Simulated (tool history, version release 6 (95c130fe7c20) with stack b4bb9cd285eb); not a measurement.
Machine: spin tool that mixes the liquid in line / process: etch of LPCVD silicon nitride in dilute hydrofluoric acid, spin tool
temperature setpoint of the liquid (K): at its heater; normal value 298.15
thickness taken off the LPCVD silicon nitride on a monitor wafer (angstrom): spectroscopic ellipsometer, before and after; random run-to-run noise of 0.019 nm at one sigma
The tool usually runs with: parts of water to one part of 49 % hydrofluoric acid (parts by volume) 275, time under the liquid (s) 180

run   hour  temperature setpoint of the liquid (K)  parts of water to one part of 49 % hydrofluoric acid (parts by volume)  time under the liquid (s)  wafers since the last listed run  hours since the thermometer was replaced  hours since the hydrofluoric acid flow meter was replaced  hours since the gauge calibration  read-back film thickness of the LPCVD silicon nitride reference wafer, read on the same gauge (nm)  thickness taken off the LPCVD silicon nitride on a monitor wafer (angstrom)
  1      0                                  302.15                                                                     375                        180                                 0                                     165.4                                                      654.8                                191                                                                                               30.02                                                                         3.16
  2   35.5                                  302.15                                                                     375                        180                               240                                     200.9                                                      690.3                              226.5                                                                                              29.976                                                                         3.03
  3   63.3                                  302.15                                                                     375                        180                               188                                     228.7                                                      718.1                              254.3                                                                                              29.979                                                                          3.5
  4   78.4                                  298.15                                                                     275                        180                               102                                     243.8                                                      733.2                              269.4                                                                                              29.979                                                                         3.35
  5  113.2                                  298.15                                                                     275                        180                               235                                     278.6                                                        768                              304.2                                                                                               30.04                                                                          3.5
  6  143.2                                  298.15                                                                     275                        180                               203                                     308.6                                                        798                              334.2                                                                                              30.007                                                                         3.45
  7  169.5                                  298.15                                                                     275                        180                               177                                     334.9                                                      824.3                              360.5                                                                                               30.04                                                                         3.56
  8    197                                  298.15                                                                     380                        180                               186                                     362.4                                                      851.8                                388                                                                                              30.022                                                                         2.33
  9  279.5                                  298.15                                                                     275                        110                               558                                     444.9                                                      934.3                              470.5                                                                                              29.974                                                                         1.91
 10  295.6                                  298.15                                                                     275                        110                               108                                       461                                                      950.4                              486.6                                                                                              29.948                                                                         2.28
 11  315.8                                  298.15                                                                     275                        110                               136                                     481.2                                                      970.6                              506.8                                                                                              30.007                                                                         2.07
 12  335.4                                  299.65                                                                     275                        180                               132                                     500.8                                                      990.2                              526.4                                                                                              29.993                                                                         3.92
     341.7  -- thermometer replaced
 13  364.4                                  299.65                                                                     275                        180                               189                                      22.7                                                     1019.2                              555.4                                                                                              30.025                                                                         3.45
 14  385.9                                  298.15                                                                     305                        180                               145                                      44.2                                                     1040.7                              576.9                                                                                              30.005                                                                         3.18
 15  404.2                                  300.65                                                                     345                        130                               123                                      62.5                                                       1059                              595.2                                                                                              30.005                                                                         2.43
 16  420.4                                  300.15                                                                     375                         75                               109                                      78.7                                                     1075.2                              611.4                                                                                              30.048                                                                         1.17
 17  450.7                                  302.15                                                                     275                        105                               205                                       109                                                     1105.5                              641.7                                                                                               30.02                                                                         2.41
 18    479                                  298.15                                                                     365                        215                               191                                     137.3                                                     1133.8                                670                                                                                              29.965                                                                         3.32
 19  512.7                                  298.15                                                                     275                        125                               228                                       171                                                     1167.5                              703.7                                                                                              30.031                                                                         2.55
       530  -- gauge calibrated
 20  533.4                                  302.65                                                                     215                        230                               140                                     191.7                                                     1188.2                                3.4                                                                                              29.949                                                                         7.34
 21  545.8                                  298.15                                                                     275                        180                                83                                     204.1                                                     1200.6                               15.8                                                                                              29.992                                                                         3.42
 22  558.2                                  302.65                                                                     370                        225                                83                                     216.5                                                       1213                               28.2                                                                                              29.992                                                                         4.14
 23  580.9                                  298.15                                                                     390                        220                               153                                     239.2                                                     1235.7                               50.9                                                                                              29.951                                                                         3.09
     610.1  -- hydrofluoric acid flow meter replaced
 24  614.5                                  298.15                                                                     275                        180                               220                                     272.8                                                        4.4                               84.5                                                                                              29.996                                                                         3.34
 25  634.7                                  301.15                                                                     325                        120                               136                                       293                                                       24.6                              104.7                                                                                              29.993                                                                         2.41
 26  659.7                                  299.65                                                                     150                        235                               169                                       318                                                       49.6                              129.7                                                                                              29.992                                                                         9.06
 27  689.2                                  298.15                                                                     275                        180                               199                                     347.5                                                       79.1                              159.2                                                                                              30.028                                                                         3.22
 28  713.5                                  300.15                                                                     275                        255                               164                                     371.8                                                      103.4                              183.5                                                                                              30.033                                                                         6.02
 29  747.7                                  298.15                                                                     275                        135                               231                                       406                                                      137.6                              217.7                                                                                              29.998                                                                         2.52
 30  767.8                                  300.15                                                                     310                         80                               136                                     426.1                                                      157.7                              237.8                                                                                              29.947                                                                         1.65
 31  783.7                                  301.15                                                                     220                        280                               107                                       442                                                      173.6                              253.7                                                                                              29.996                                                                         7.68
 32  818.6                                  298.15                                                                     275                        180                               236                                     476.9                                                      208.5                              288.6                                                                                               30.02                                                                         3.35

Forecast each of these 5 alternatives for the next run:
  A  819.1                                  298.15                                                                     275                        180                                 3                                     477.4                                                        209                              289.1                                                                                                   ?                                                                            ?
  B  819.1                                  293.15                                                                     275                        180                                 3                                     477.4                                                        209                              289.1                                                                                                   ?                                                                            ?
  C  819.1                                  298.15                                                                     170                        100                                 3                                     477.4                                                        209                              289.1                                                                                                   ?                                                                            ?
  D  819.1                                  298.15                                                                     240                        180                                 3                                     477.4                                                        209                              289.1                                                                                                   ?                                                                            ?
  E  819.1                                  300.15                                                                     275                        180                                 3                                     477.4                                                        209                              289.1                                                                                                   ?                                                                            ?

run  read-back film thickness of the LPCVD silicon nitride reference wafer, read on the same gauge (nm)  thickness taken off the LPCVD silicon nitride on a monitor wafer (angstrom)
  A                                                                                              29.947                                                                         3.52
  B                                                                                              29.947                                                                         2.57
  C                                                                                              29.947                                                                         3.15
  D                                                                                              29.947                                                                         4.03
  E                                                                                              29.947                                                                         3.97
Without the tool's hidden state the same runs would have given:
run  thickness taken off the LPCVD silicon nitride on a monitor wafer (angstrom)
  A                                                                         3.52
  B                                                                         2.57
  C                                                                         3.15
  D                                                                         4.03
  E                                                                         3.97
